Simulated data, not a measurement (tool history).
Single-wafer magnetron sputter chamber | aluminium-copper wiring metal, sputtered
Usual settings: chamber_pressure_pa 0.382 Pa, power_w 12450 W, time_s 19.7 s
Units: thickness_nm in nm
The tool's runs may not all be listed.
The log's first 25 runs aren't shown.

| run | day | chamber_pressure_pa | power_w | time_s | wafers since the last listed run | wafers on the sputter target | hours since the last manometer calibration | hours since the magnet pack was replaced | hours since the gauge calibration | read-back reference wafer on the same gauge, thickness_nm | thickness_nm |
|---|---|---|---|---|---|---|---|---|---|---|---|
| 26 | 86.421 | 0.315 | 14650 | 19.7 | 2972 | 12734 | 1433.3 | 1595.5 | 592.9 | 436.256 | 521.021 |
| 27 | 88.325 | 0.268 | 11050 | 21.3 | 964 | 13699 | 1479 | 1641.2 | 638.6 | 436.756 | 430.431 |
|  | 91.958 | sputter target and shields replaced |
| 28 | 92.712 | 0.382 | 13300 | 19.7 | 2054 | 381 | 1584.3 | 1746.5 | 743.9 | 437.121 | 471.1 |
| 29 | 94.983 | 0.382 | 9950 | 22.5 | 1150 | 1532 | 1638.8 | 1801 | 798.4 | 436.976 | 401.473 |
| 30 | 98.779 | 0.498 | 12450 | 23 | 1923 | 3455 | 1729.9 | 1892.1 | 889.5 | 436.54 | 477.004 |
| 31 | 101.733 | 0.289 | 12450 | 19.7 | 1496 | 4952 | 1800.8 | 1963 | 960.4 | 437.941 | 453.561 |
|  | 105.442 | capacitance manometer re-zeroed and calibrated |
| 32 | 105.462 | 0.382 | 12450 | 22.8 | 1720 | 6673 | 0.5 | 2052.5 | 1049.9 | 436.383 | 488.396 |
| 33 | 109.371 | 0.382 | 9950 | 22.5 | 1980 | 8653 | 94.3 | 2146.3 | 1143.7 | 436.799 | 382.351 |
| 34 | 113.271 | 0.382 | 11150 | 17.1 | 1976 | 10629 | 187.9 | 2239.9 | 1237.3 | 437.196 | 321.456 |

4 ways to go on from here, each from the tool as it stands after run 34. What would each give?
| A | 113.288 | 0.382 | 9700 | 19.7 | 8 | 10638 | 188.3 | 2240.3 | 1237.7 | ? | ? |
| B | 113.288 | 0.496 | 13450 | 21.7 | 8 | 10638 | 188.3 | 2240.3 | 1237.7 | ? | ? |
| C | 113.288 | 0.274 | 13450 | 23.1 | 8 | 10638 | 188.3 | 2240.3 | 1237.7 | ? | ? |
| D | 113.288 | 0.382 | 12450 | 23 | 8 | 10638 | 188.3 | 2240.3 | 1237.7 | ? | ? |

| run | read-back reference wafer on the same gauge, thickness_nm | thickness_nm |
|---|---|---|
| A | 436.443 | 324.157 |
| B | 436.443 | 464.854 |
| C | 436.443 | 560.293 |
| D | 436.443 | 485.752 |
Without the tool's hidden state the same runs would have given:
| run | thickness_nm |
|---|---|
| A | 337.496 |
| B | 482.486 |
| C | 585.155 |
| D | 505.741 |

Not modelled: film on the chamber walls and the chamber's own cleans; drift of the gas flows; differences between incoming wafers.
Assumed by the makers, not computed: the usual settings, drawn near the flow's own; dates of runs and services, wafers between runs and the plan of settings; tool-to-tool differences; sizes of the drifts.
